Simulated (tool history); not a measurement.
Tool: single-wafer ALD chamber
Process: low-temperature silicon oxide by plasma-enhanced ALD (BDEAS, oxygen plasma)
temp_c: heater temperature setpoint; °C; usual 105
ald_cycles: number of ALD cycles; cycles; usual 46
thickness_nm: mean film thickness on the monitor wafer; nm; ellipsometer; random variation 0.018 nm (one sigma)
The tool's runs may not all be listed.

run	day	temp_c	ald_cycles	read-back reference wafer on the same gauge, thickness_nm	thickness_nm
1	0.000	105	49	6.850	7.722
2	0.742	105	46	6.838	7.236
3	1.400	105	46	6.837	7.220
4	1.938	105	39	6.838	6.159
# day 2.767: thermocouple changed; heater temperature recalibrated
5	2.788	105	39	6.847	6.124
6	3.204	105	39	6.848	6.104
7	3.762	105	46	6.834	7.257
8	4.492	105	46	6.838	7.264
9	5.175	105	52	6.835	8.156
10	5.654	95	55	6.837	8.814
11	5.938	98	52	6.841	8.303
12	6.200	105	40	6.839	6.267
13	6.454	105	46	6.841	7.245
# day 6.483: gauge calibrated
14	6.733	105	46	6.843	7.222
15	6.996	95	50	6.842	8.048
16	7.354	95	55	6.841	8.845
17	7.979	94	55	6.851	8.848
18	8.392	99	53	6.842	8.432

5 ways to go on from here, each from the tool as it stands after run 18. What would each give?
A	8.412	105	46	?	?
B	8.412	105	55	?	?
C	8.412	115	55	?	?
D	8.412	117	52	?	?
E	8.412	114	53	?	?

run	read-back reference wafer on the same gauge, thickness_nm	thickness_nm
A	6.838	7.270
B	6.838	8.692
C	6.838	8.553
D	6.838	8.060
E	6.838	8.255
Without the tool's hidden state the same runs would have given:
run	thickness_nm
A	7.270
B	8.692
C	8.553
D	8.060
E	8.255
